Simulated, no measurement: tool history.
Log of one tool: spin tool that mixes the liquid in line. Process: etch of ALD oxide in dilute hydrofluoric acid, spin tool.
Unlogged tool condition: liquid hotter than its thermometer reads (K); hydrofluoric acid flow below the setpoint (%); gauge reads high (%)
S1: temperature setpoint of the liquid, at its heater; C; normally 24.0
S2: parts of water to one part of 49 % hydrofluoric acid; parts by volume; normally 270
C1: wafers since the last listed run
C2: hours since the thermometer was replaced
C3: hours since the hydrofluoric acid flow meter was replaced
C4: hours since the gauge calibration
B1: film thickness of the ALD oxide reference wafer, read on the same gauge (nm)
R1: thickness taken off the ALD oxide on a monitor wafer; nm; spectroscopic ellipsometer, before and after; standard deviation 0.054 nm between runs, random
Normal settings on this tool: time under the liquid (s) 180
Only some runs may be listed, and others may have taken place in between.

run 1 day=0.000 | S1=24.0 S2=240 time_under_the_liquid_(s)=180 | C1=0 C2=257.9 C3=1355.8 C4=56.3 | B1=49.97 | R1=6.67
run 2 day=0.475 | S1=24.0 S2=240 time_under_the_liquid_(s)=180 | C1=46 C2=269.3 C3=1367.2 C4=67.7 | B1=50.01 | R1=6.71
run 3 day=0.812 | S1=24.0 S2=270 time_under_the_liquid_(s)=180 | C1=33 C2=277.4 C3=1375.3 C4=75.8 | B1=50.03 | R1=5.72
run 4 day=1.525 | S1=24.0 S2=270 time_under_the_liquid_(s)=180 | C1=70 C2=294.5 C3=1392.4 C4=92.9 | B1=50.00 | R1=5.68
run 5 day=1.846 | S1=24.0 S2=270 time_under_the_liquid_(s)=180 | C1=31 C2=302.2 C3=1400.1 C4=100.6 | B1=50.04 | R1=5.76
run 6 day=2.267 | S1=26.5 S2=270 time_under_the_liquid_(s)=180 | C1=41 C2=312.3 C3=1410.2 C4=110.7 | B1=49.96 | R1=6.18
run 7 day=2.858 | S1=26.5 S2=270 time_under_the_liquid_(s)=180 | C1=58 C2=326.5 C3=1424.4 C4=124.9 | B1=50.02 | R1=6.15
run 8 day=3.812 | S1=26.5 S2=270 time_under_the_liquid_(s)=180 | C1=94 C2=349.4 C3=1447.3 C4=147.8 | B1=50.00 | R1=6.21
run 9 day=4.388 | S1=22.0 S2=180 time_under_the_liquid_(s)=180 | C1=56 C2=363.2 C3=1461.1 C4=161.6 | B1=49.97 | R1=8.79
run 10 day=5.125 | S1=24.0 S2=215 time_under_the_liquid_(s)=180 | C1=72 C2=380.9 C3=1478.8 C4=179.3 | B1=50.02 | R1=7.65
run 11 day=5.450 | S1=24.0 S2=270 time_under_the_liquid_(s)=230 | C1=32 C2=388.7 C3=1486.6 C4=187.1 | B1=49.97 | R1=7.17
run 12 day=5.979 | S1=20.0 S2=145 time_under_the_liquid_(s)=180 | C1=52 C2=401.4 C3=1499.3 C4=199.8 | B1=50.01 | R1=10.40
run 13 day=6.262 | S1=24.0 S2=270 time_under_the_liquid_(s)=180 | C1=27 C2=408.2 C3=1506.1 C4=206.6 | B1=50.02 | R1=5.63
run 14 day=6.538 | S1=24.0 S2=270 time_under_the_liquid_(s)=180 | C1=27 C2=414.8 C3=1512.7 C4=213.2 | B1=49.97 | R1=5.63
run 15 day=7.054 | S1=20.0 S2=305 time_under_the_liquid_(s)=140 | C1=51 C2=427.2 C3=1525.1 C4=225.6 | B1=49.99 | R1=3.21
-- day=7.142 gauge calibrated
-- day=7.675 thermometer replaced
run 16 day=7.758 | S1=24.0 S2=270 time_under_the_liquid_(s)=180 | C1=65 C2=2.0 C3=1542.0 C4=14.8 | B1=50.01 | R1=5.58
-- day=7.838 hydrofluoric acid flow meter replaced
run 17 day=8.475 | S1=22.5 S2=370 time_under_the_liquid_(s)=80 | C1=66 C2=19.2 C3=15.3 C4=32.0 | B1=50.02 | R1=1.85
run 18 day=8.967 | S1=24.0 S2=205 time_under_the_liquid_(s)=105 | C1=48 C2=31.0 C3=27.1 C4=43.8 | B1=50.01 | R1=5.52
run 19 day=9.329 | S1=24.0 S2=270 time_under_the_liquid_(s)=180 | C1=35 C2=39.7 C3=35.8 C4=52.5 | B1=49.97 | R1=6.55
run 20 day=9.883 | S1=20.0 S2=170 time_under_the_liquid_(s)=180 | C1=54 C2=53.0 C3=49.1 C4=65.8 | B1=50.02 | R1=10.01
run 21 day=10.208 | S1=19.0 S2=190 time_under_the_liquid_(s)=180 | C1=32 C2=60.8 C3=56.9 C4=73.6 | B1=50.02 | R1=8.46
run 22 day=10.508 | S1=22.0 S2=340 time_under_the_liquid_(s)=260 | C1=29 C2=68.0 C3=64.1 C4=80.8 | B1=50.00 | R1=6.62
run 23 day=12.692 | S1=22.5 S2=225 time_under_the_liquid_(s)=265 | C1=215 C2=120.4 C3=116.5 C4=133.2 | B1=50.00 | R1=11.48

For each run, what was the tool's unlogged condition?
liquid hotter than its thermometer reads (K): 0, the same for each run
gauge reads high (%): 0, the same for each run
H1: hydrofluoric acid flow below the setpoint (%)
run=1 H1=13
run=2 H1=13.1
run=3 H1=13.2
run=4 H1=13.3
run=5 H1=13.4
run=6 H1=13.5
run=7 H1=13.6
run=8 H1=13.7
run=9 H1=13.9
run=10 H1=14
run=11 H1=14.1
run=12 H1=14.2
run=13 H1=14.2
run=14 H1=14.3
run=15 H1=14.4
run=16 H1=14.5
run=17 H1=3.27
run=18 H1=3.37
run=19 H1=3.44
run=20 H1=3.54
run=21 H1=3.61
run=22 H1=3.66
run=23 H1=4.08
